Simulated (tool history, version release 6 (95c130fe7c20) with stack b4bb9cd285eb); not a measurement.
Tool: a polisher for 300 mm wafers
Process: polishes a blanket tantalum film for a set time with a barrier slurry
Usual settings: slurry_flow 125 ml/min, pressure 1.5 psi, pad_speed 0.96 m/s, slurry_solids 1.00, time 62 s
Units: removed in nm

| run | hour | slurry_flow | pressure | pad_speed | slurry_solids | time | wafers since the last listed run | wafers polished on this pad | hours since the slurry nozzle was cleaned | hours since the head pressure was calibrated | hours since the slurry blender was calibrated | incoming thickness of the incoming film, nm | removed |
|---|---|---|---|---|---|---|---|---|---|---|---|---|---|
| 1 | 0.0 | 125 | 1.5 | 0.96 | 1.00 | 62 | 0 | 2756 | 351.0 | 11.4 | 315.1 | 470.8 | 84.4 |
|  | 97.3 | slurry blender recalibrated |
| 2 | 163.0 | 125 | 1.5 | 0.96 | 1.00 | 62 | 1693 | 4450 | 514.0 | 174.4 | 65.7 | 469.5 | 87.1 |
|  | 211.6 | worn pad replaced by a new one |
| 3 | 238.1 | 125 | 1.5 | 0.96 | 1.00 | 62 | 748 | 278 | 589.1 | 249.5 | 140.8 | 464.9 | 87.3 |
|  | 301.7 | slurry nozzle cleaned |
| 4 | 332.1 | 150 | 1.5 | 0.96 | 1.00 | 62 | 978 | 1257 | 30.4 | 343.5 | 234.8 | 474.7 | 89.4 |
| 5 | 430.3 | 150 | 1.5 | 0.96 | 1.00 | 62 | 1033 | 2290 | 128.6 | 441.7 | 333.0 | 465.8 | 88.4 |
| 6 | 509.2 | 150 | 1.5 | 0.96 | 1.00 | 62 | 830 | 3120 | 207.5 | 520.6 | 411.9 | 466.1 | 85.8 |
|  | 586.1 | slurry blender recalibrated |
| 7 | 591.7 | 125 | 1.5 | 0.96 | 1.00 | 62 | 846 | 3967 | 290.0 | 603.1 | 5.6 | 465.0 | 74.9 |
| 8 | 637.5 | 125 | 1.5 | 0.96 | 1.00 | 62 | 481 | 4449 | 335.8 | 648.9 | 51.4 | 470.5 | 75.0 |
|  | 690.0 | worn pad replaced by a new one |
| 9 | 697.9 | 125 | 1.5 | 0.96 | 1.00 | 62 | 593 | 82 | 396.2 | 709.3 | 111.8 | 478.7 | 74.4 |
| 10 | 778.6 | 125 | 1.5 | 0.96 | 1.00 | 62 | 849 | 931 | 476.9 | 790.0 | 192.5 | 470.6 | 74.6 |
| 11 | 859.4 | 125 | 1.5 | 0.96 | 1.00 | 62 | 850 | 1781 | 557.7 | 870.8 | 273.3 | 473.9 | 73.2 |
| 12 | 910.9 | 125 | 1.5 | 0.96 | 1.00 | 62 | 541 | 2323 | 609.2 | 922.3 | 324.8 | 467.9 | 70.2 |
|  | 983.6 | slurry blender recalibrated, repeated, since the last time left the tool worse |
| 13 | 994.1 | 125 | 1.5 | 0.96 | 1.00 | 62 | 854 | 3177 | 692.4 | 1005.5 | 10.5 | 462.7 | 87.8 |
|  | 1085.7 | slurry nozzle cleaned |
|  | 1143.0 | worn pad replaced by a new one |
| 14 | 1207.9 | 100 | 1.5 | 0.96 | 1.00 | 62 | 2196 | 682 | 122.2 | 1219.3 | 224.3 | 465.2 | 82.5 |
| 15 | 1275.9 | 125 | 1.5 | 0.96 | 1.00 | 70 | 715 | 1398 | 190.2 | 1287.3 | 292.3 | 471.0 | 98.0 |
| 16 | 1333.8 | 155 | 1.5 | 0.96 | 1.00 | 53 | 609 | 2007 | 248.1 | 1345.2 | 350.2 | 472.5 | 75.6 |
|  | 1381.6 | head pressure recalibrated |
| 17 | 1427.1 | 145 | 1.7 | 1.10 | 1.15 | 62 | 960 | 2967 | 341.4 | 45.5 | 443.5 | 467.4 | 110.1 |
|  | 1465.0 | slurry blender recalibrated |
| 18 | 1529.7 | 135 | 1.5 | 0.96 | 1.00 | 78 | 1058 | 4026 | 444.0 | 148.1 | 64.7 | 479.1 | 111.6 |
| 19 | 1589.3 | 80 | 1.3 | 0.68 | 1.00 | 51 | 627 | 4653 | 503.6 | 207.7 | 124.3 | 467.6 | 45.4 |
|  | 1614.1 | worn pad replaced by a new one |
| 20 | 1640.5 | 125 | 1.2 | 0.96 | 1.00 | 62 | 496 | 277 | 554.8 | 258.9 | 175.5 | 477.2 | 71.5 |
| 21 | 1691.0 | 125 | 1.5 | 0.96 | 0.90 | 62 | 531 | 808 | 605.3 | 309.4 | 226.0 | 472.3 | 83.2 |
|  | 1766.4 | slurry nozzle cleaned |
| 22 | 1769.1 | 150 | 1.5 | 0.96 | 1.00 | 62 | 811 | 1619 | 2.7 | 387.5 | 304.1 | 468.4 | 87.4 |
| 23 | 1847.3 | 125 | 1.5 | 0.96 | 1.00 | 62 | 822 | 2442 | 80.9 | 465.7 | 382.3 | 467.5 | 83.0 |
|  | 1926.8 | slurry blender recalibrated |
| 24 | 1932.7 | 125 | 1.5 | 0.96 | 1.00 | 62 | 877 | 3319 | 166.3 | 551.1 | 5.9 | 465.5 | 87.0 |
| 25 | 2001.1 | 125 | 1.5 | 0.96 | 1.00 | 62 | 719 | 4039 | 234.7 | 619.5 | 74.3 | 469.6 | 87.1 |
|  | 2135.9 | worn pad replaced by a new one |
| 26 | 2191.4 | 105 | 1.3 | 1.22 | 1.00 | 79 | 1959 | 584 | 425.0 | 809.8 | 264.6 | 471.6 | 110.7 |

Run 27 comes next. What will it give?
| 27 | 2238.6 | 125 | 1.5 | 0.96 | 1.10 | 62 | 496 | 1080 | 472.2 | 857.0 | 311.8 | 476.3 | ? |

{"run 27": {"removed": 88.9}}
Without the tool's hidden state the same run would have given removed 91.9 nm.

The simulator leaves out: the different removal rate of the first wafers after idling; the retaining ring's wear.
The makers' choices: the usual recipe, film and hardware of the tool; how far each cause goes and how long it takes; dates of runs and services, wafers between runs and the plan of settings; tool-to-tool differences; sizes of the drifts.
